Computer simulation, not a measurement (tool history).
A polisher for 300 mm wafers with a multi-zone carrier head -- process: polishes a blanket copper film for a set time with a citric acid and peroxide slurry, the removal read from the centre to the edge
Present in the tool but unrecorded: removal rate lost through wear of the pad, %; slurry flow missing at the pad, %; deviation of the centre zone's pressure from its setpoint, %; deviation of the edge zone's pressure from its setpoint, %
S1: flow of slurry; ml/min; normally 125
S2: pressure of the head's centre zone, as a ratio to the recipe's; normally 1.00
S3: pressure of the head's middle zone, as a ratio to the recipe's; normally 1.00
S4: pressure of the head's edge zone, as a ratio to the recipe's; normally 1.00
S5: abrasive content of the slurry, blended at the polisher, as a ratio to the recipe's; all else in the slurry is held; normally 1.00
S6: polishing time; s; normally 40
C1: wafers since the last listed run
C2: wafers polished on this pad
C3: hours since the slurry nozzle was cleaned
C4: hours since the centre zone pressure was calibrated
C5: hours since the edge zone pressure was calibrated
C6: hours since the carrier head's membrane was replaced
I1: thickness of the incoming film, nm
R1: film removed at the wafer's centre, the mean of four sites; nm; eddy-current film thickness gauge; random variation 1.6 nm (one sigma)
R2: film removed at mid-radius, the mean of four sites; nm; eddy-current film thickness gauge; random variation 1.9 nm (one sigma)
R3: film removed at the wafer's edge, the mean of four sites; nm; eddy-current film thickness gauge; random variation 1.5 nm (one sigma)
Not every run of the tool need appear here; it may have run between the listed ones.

| run | hour | S1 | S2 | S3 | S4 | S5 | S6 | C1 | C2 | C3 | C4 | C5 | C6 | I1 | R1 | R2 | R3 |
|---|---|---|---|---|---|---|---|---|---|---|---|---|---|---|---|---|---|
| 1 | 0.0 | 125 | 1.00 | 1.00 | 1.00 | 0.75 | 40 | 0 | 2737 | 367.0 | 283.4 | 624.9 | 864.7 | 1023.0 | 131.0 | 133.6 | 132.2 |
| 2 | 55.9 | 125 | 1.00 | 1.11 | 1.12 | 0.70 | 28 | 401 | 3138 | 422.9 | 339.3 | 680.8 | 920.6 | 1024.0 | 89.9 | 97.6 | 94.5 |
|  | 72.1 | worn pad replaced by a new one |
| 3 | 122.1 | 125 | 1.00 | 1.00 | 1.00 | 1.00 | 44 | 446 | 358 | 489.1 | 405.5 | 747.0 | 986.8 | 1035.6 | 144.0 | 144.5 | 150.5 |
|  | 125.1 | centre zone pressure recalibrated |
|  | 126.5 | slurry nozzle cleaned |
| 4 | 158.5 | 125 | 0.92 | 1.07 | 1.00 | 1.00 | 40 | 239 | 598 | 32.0 | 33.4 | 783.4 | 1023.2 | 1024.3 | 132.6 | 159.7 | 147.5 |
|  | 172.5 | carrier head's membrane replaced by a new one |
| 5 | 198.5 | 145 | 0.95 | 1.03 | 1.00 | 1.00 | 40 | 251 | 850 | 72.0 | 73.4 | 823.4 | 26.0 | 1023.1 | 141.4 | 154.1 | 148.9 |
| 6 | 223.1 | 125 | 1.00 | 1.00 | 1.09 | 1.00 | 40 | 176 | 1027 | 96.6 | 98.0 | 848.0 | 50.6 | 1014.3 | 143.8 | 145.2 | 152.6 |
| 7 | 252.2 | 95 | 1.00 | 0.91 | 1.00 | 1.00 | 40 | 209 | 1236 | 125.7 | 127.1 | 877.1 | 79.7 | 1044.5 | 138.5 | 125.5 | 140.2 |
| 8 | 287.0 | 125 | 1.00 | 0.94 | 0.91 | 1.20 | 40 | 249 | 1486 | 160.5 | 161.9 | 911.9 | 114.5 | 1033.7 | 153.4 | 144.6 | 143.5 |
| 9 | 424.7 | 155 | 0.88 | 1.00 | 1.00 | 1.10 | 40 | 989 | 2475 | 298.2 | 299.6 | 1049.6 | 252.2 | 1038.1 | 133.5 | 150.8 | 148.2 |
|  | 469.5 | edge zone pressure recalibrated |
| 10 | 491.6 | 125 | 1.00 | 1.00 | 1.00 | 1.00 | 40 | 466 | 2941 | 365.1 | 366.5 | 22.1 | 319.1 | 1032.4 | 140.5 | 140.7 | 141.4 |
|  | 520.7 | slurry nozzle cleaned |
|  | 522.9 | worn pad replaced by a new one |
| 11 | 537.7 | 125 | 1.00 | 1.00 | 1.00 | 0.80 | 32 | 307 | 105 | 17.0 | 412.6 | 68.2 | 365.2 | 1014.7 | 110.3 | 112.2 | 112.4 |
| 12 | 566.3 | 125 | 1.00 | 1.00 | 1.00 | 1.25 | 40 | 205 | 311 | 45.6 | 441.2 | 96.8 | 393.8 | 1030.7 | 154.6 | 152.8 | 151.7 |
|  | 586.0 | centre zone pressure recalibrated |
| 13 | 632.1 | 110 | 1.00 | 1.00 | 1.00 | 1.10 | 40 | 458 | 769 | 111.4 | 46.1 | 162.6 | 459.6 | 1026.8 | 143.9 | 142.9 | 143.8 |
| 14 | 675.9 | 90 | 0.94 | 1.00 | 1.00 | 1.00 | 48 | 314 | 1084 | 155.2 | 89.9 | 206.4 | 503.4 | 1026.6 | 149.2 | 158.9 | 166.0 |

For run 15, what comes out?
| 15 | 736.7 | 145 | 1.00 | 1.00 | 1.00 | 1.00 | 40 | 436 | 1521 | 216.0 | 150.7 | 267.2 | 564.2 | 1023.1 | ? | ? | ? |

Run 15 came out at R1 148.0 nm, R2 149.5 nm, R3 146.5 nm.
Without the tool's hidden state the same run would have given R1 150.0 nm, R2 151.2 nm, R3 147.7 nm.

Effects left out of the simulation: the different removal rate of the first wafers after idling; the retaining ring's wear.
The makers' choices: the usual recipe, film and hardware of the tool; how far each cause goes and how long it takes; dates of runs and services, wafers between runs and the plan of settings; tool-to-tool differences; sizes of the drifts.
